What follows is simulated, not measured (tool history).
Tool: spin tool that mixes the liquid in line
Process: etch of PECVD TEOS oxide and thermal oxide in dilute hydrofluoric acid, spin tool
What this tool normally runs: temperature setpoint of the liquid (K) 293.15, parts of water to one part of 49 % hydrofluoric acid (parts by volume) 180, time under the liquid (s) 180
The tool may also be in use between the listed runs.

run	hour	temperature setpoint of the liquid (K)	parts of water to one part of 49 % hydrofluoric acid (parts by volume)	time under the liquid (s)	read-back film thickness of the PECVD TEOS oxide reference wafer, read on the same gauge (nm)	read-back film thickness of the thermal oxide reference wafer, read on the same gauge (nm)	thickness taken off the PECVD TEOS oxide on a monitor wafer (Å)	thickness taken off the thermal oxide on a monitor wafer (Å)
1	0.0	293.15	180	180	110.01	149.992	116.4	35.83
2	15.9	293.15	180	180	110.00	150.035	117.9	35.80
3	30.9	293.15	180	180	110.00	149.995	118.4	34.55
# hour 39.6: gauge calibrated
4	48.2	293.15	180	180	110.02	150.008	117.2	35.79
5	63.8	293.15	180	180	110.01	150.003	118.7	35.01
6	81.0	296.65	180	180	109.99	149.965	132.0	40.29
7	92.3	290.15	180	180	110.02	150.010	104.3	30.94
8	105.7	290.65	180	180	109.99	149.994	105.8	31.48
# hour 109.6: hydrofluoric acid flow meter replaced
9	118.6	290.65	180	180	110.00	149.987	105.0	31.43
10	132.8	290.65	180	180	110.03	149.974	105.1	31.49
11	145.7	293.15	180	95	110.01	150.006	61.8	18.35
12	159.7	293.15	180	95	110.00	150.005	61.1	18.47
13	173.9	293.15	180	180	110.01	149.986	115.3	34.79
14	185.2	293.15	255	230	110.01	150.017	96.7	28.81
15	202.9	290.15	245	180	109.97	149.956	70.2	21.34
16	210.1	293.15	180	90	110.01	150.028	57.5	17.35
17	216.6	290.65	180	180	109.98	149.981	103.5	31.02
18	231.2	293.15	180	180	110.04	150.000	114.8	34.41
19	249.0	293.15	265	180	109.99	150.019	71.8	21.73
# hour 257.2: thermometer replaced
20	260.0	293.15	140	180	110.01	150.023	162.0	48.22
21	275.2	293.15	205	180	109.99	149.992	102.0	30.79
# hour 277.3: gauge calibrated
22	314.3	291.65	180	180	110.02	149.998	113.5	33.83
23	328.8	293.15	130	95	109.99	150.021	91.8	27.94
24	338.4	295.65	100	230	110.01	149.974	331.4	99.59
25	355.1	297.15	130	225	110.00	150.007	255.0	75.45
26	362.1	293.15	265	180	110.01	149.995	74.9	22.49

Subtracting, for every run, the result it would have given without the tool's unlogged condition from the measured result gives the following. The same run-to-run variation enters both numbers; the gauge's scatter may not:
The tool's hidden condition here consists of: liquid colder than its thermometer reads (K); hydrofluoric acid flow above the setpoint (%); gauge reads high (%).
run	thickness taken off the PECVD TEOS oxide on a monitor wafer (Å)	thickness taken off the thermal oxide on a monitor wafer (Å)
1	-3.8	-1.14
2	-4.0	-1.21
3	-4.2	-1.23
4	-4.4	-1.34
5	-4.7	-1.39
6	-5.3	-1.62
7	-4.6	-1.37
8	-4.9	-1.44
9	-5.0	-1.49
10	-5.2	-1.55
11	-3.0	-0.91
12	-3.1	-0.94
13	-6.1	-1.84
14	-5.0	-1.50
15	-4.0	-1.21
16	-3.3	-1.00
17	-6.2	-1.86
18	-6.9	-2.07
19	-4.3	-1.29
20	-1.6	-0.47
21	-1.1	-0.34
22	-1.9	-0.55
23	-1.7	-0.50
24	-6.3	-1.91
25	-5.2	-1.54
26	-1.5	-0.45

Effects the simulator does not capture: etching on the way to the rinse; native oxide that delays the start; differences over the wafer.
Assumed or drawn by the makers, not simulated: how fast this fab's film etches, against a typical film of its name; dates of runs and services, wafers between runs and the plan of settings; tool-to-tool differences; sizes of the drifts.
